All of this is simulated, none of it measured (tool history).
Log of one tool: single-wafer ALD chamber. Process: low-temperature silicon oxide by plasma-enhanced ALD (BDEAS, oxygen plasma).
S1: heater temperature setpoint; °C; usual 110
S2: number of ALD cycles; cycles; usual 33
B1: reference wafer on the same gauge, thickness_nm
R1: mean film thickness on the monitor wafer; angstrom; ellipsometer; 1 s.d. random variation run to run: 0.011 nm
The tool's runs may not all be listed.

run,hour,S1,S2,B1,R1
1,0.0,110,37,5.059,50.48
2,16.4,110,37,5.061,50.50
3,30.8,105,33,5.058,45.54
4,40.5,110,33,5.054,44.89
5,48.2,110,33,5.056,44.90
6,59.7,110,33,5.060,45.04
7,67.2,110,33,5.062,45.00
8,96.9,110,33,5.059,44.83
9,103.5,110,33,5.062,45.13
10,119.0,110,33,5.061,45.09
11,135.8,110,33,5.064,44.92
12,144.4,110,33,5.064,45.15
13,152.6,110,33,5.071,45.33
14,165.6,110,33,5.071,44.88
15,180.4,110,33,5.073,44.94
16,193.7,110,33,5.074,45.29
17,206.3,110,33,5.077,45.13
18,215.8,110,36,5.083,49.43
19,224.4,110,36,5.080,49.38
20,237.3,110,36,5.087,49.30
21,247.8,110,32,5.093,43.97
22,261.4,110,33,5.092,45.45
23,269.9,106,39,5.090,54.21
24,285.1,121,30,5.100,40.44
25,293.1,110,33,5.099,45.34
26,305.5,117,36,5.100,49.04
27,326.5,121,33,5.108,44.43
28,338.4,110,28,5.111,38.62
29,352.9,96,33,5.114,47.44
30,361.1,110,28,5.116,38.84
31,371.2,96,36,5.118,51.57
32,383.1,105,38,5.120,52.98
33,396.9,110,33,5.130,45.69
34,411.4,95,39,5.133,56.22
35,422.0,115,30,5.132,41.23
36,431.6,99,36,5.048,50.26
37,443.5,110,30,5.051,40.73
38,460.0,115,30,5.057,40.60
39,470.8,120,33,5.055,44.02
40,487.9,110,33,5.054,44.81
41,501.6,105,27,5.051,37.15
42,512.3,100,35,5.057,48.85
43,528.2,110,33,5.055,44.89
44,538.3,96,39,5.057,55.16
45,548.1,110,33,5.056,45.19
46,562.0,118,38,5.060,51.01

Missing from the log above: 2 entries noted between runs. For each, name the pair of listed runs it sits between and say how the tool's hidden condition differs from the listed run just before to the listed run just after:
From run 15 to run 16: thermocouple changed; heater temperature recalibrated (hour 189.7)
  gauge reads high (%): 0.0768 -> 0.123
  measured value less the no-hidden-state value, R1: +0.03 -> +0.06 angstrom
From run 35 to run 36: gauge calibrated (hour 426.7)
  gauge reads high (%): 1.32 -> -0.351
  measured value less the no-hidden-state value, R1: +0.54 -> -0.18 angstrom

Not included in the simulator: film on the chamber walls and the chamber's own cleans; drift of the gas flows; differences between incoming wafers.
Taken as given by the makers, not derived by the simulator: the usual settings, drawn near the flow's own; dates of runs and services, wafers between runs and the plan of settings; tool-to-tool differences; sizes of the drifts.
